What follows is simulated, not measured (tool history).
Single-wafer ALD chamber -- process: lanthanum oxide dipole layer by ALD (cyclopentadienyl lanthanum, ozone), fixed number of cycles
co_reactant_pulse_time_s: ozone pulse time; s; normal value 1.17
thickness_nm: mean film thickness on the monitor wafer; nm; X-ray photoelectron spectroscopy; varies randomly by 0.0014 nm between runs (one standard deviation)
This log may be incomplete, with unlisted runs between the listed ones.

| run | hour | co_reactant_pulse_time_s | wafers since the last listed run | hours since the last thermocouple change | hours since the last ozone generator service | hours since the showerhead was replaced | hours since the gauge calibration | read-back reference wafer on the same gauge, thickness_nm | thickness_nm |
|---|---|---|---|---|---|---|---|---|---|
| 1 | 0 | 1.05 | 0 | 1207.5 | 857.8 | 8397 | 134.2 | 0.624 | 0.509 |
| 2 | 17.2 | 1.17 | 445 | 1224.7 | 875 | 8414.2 | 151.4 | 0.624 | 0.53 |
| 3 | 70.6 | 1.44 | 1383 | 1278.1 | 928.4 | 8467.6 | 204.8 | 0.624 | 0.558 |
| 4 | 80.9 | 1.44 | 266 | 1288.4 | 938.7 | 8477.9 | 215.1 | 0.624 | 0.562 |
|  | 93.1 | thermocouple changed; heater temperature recalibrated |
| 5 | 95.1 | 1.44 | 160 | 2 | 952.9 | 8492.1 | 229.3 | 0.624 | 0.556 |
| 6 | 110.2 | 0.86 | 391 | 17.1 | 968 | 8507.2 | 244.4 | 0.624 | 0.461 |
| 7 | 125.7 | 0.86 | 401 | 32.6 | 983.5 | 8522.7 | 259.9 | 0.624 | 0.463 |
|  | 164.1 | ozone generator serviced |
| 8 | 164.6 | 0.86 | 800 | 71.5 | 0.5 | 8561.6 | 298.8 | 0.624 | 0.49 |
| 9 | 173.8 | 1.48 | 238 | 80.7 | 9.7 | 8570.8 | 308 | 0.624 | 0.575 |
| 10 | 182 | 1.41 | 212 | 88.9 | 17.9 | 8579 | 316.2 | 0.624 | 0.572 |
| 11 | 195.8 | 1.33 | 357 | 102.7 | 31.7 | 8592.8 | 330 | 0.624 | 0.566 |
|  | 196.8 | gauge calibrated |
| 12 | 206 | 1.47 | 264 | 112.9 | 41.9 | 8603 | 9.2 | 0.624 | 0.573 |
|  | 216.1 | showerhead replaced |
| 13 | 225.8 | 1.48 | 305 | 132.7 | 61.7 | 9.7 | 29 | 0.624 | 0.576 |
| 14 | 241.6 | 1.62 | 409 | 148.5 | 77.5 | 25.5 | 44.8 | 0.624 | 0.583 |
| 15 | 255.9 | 0.92 | 370 | 162.8 | 91.8 | 39.8 | 59.1 | 0.624 | 0.501 |
| 16 | 268.9 | 1.37 | 336 | 175.8 | 104.8 | 52.8 | 72.1 | 0.624 | 0.566 |
| 17 | 283.5 | 1.34 | 378 | 190.4 | 119.4 | 67.4 | 86.7 | 0.624 | 0.564 |
| 18 | 294.1 | 1.17 | 274 | 201 | 130 | 78 | 97.3 | 0.624 | 0.544 |

Had the tool no unlogged condition, and each run kept its random variation, what would the results have been?
The hidden state here: wafer temperature above the value expected at the setpoint (K); ozone dose above that of a generator just serviced (%); gauge reads high (%).
| run | thickness_nm |
|---|---|
| 1 | 0.53 |
| 2 | 0.549 |
| 3 | 0.572 |
| 4 | 0.576 |
| 5 | 0.571 |
| 6 | 0.489 |
| 7 | 0.491 |
| 8 | 0.493 |
| 9 | 0.576 |
| 10 | 0.574 |
| 11 | 0.568 |
| 12 | 0.575 |
| 13 | 0.578 |
| 14 | 0.585 |
| 15 | 0.505 |
| 16 | 0.568 |
| 17 | 0.567 |
| 18 | 0.548 |
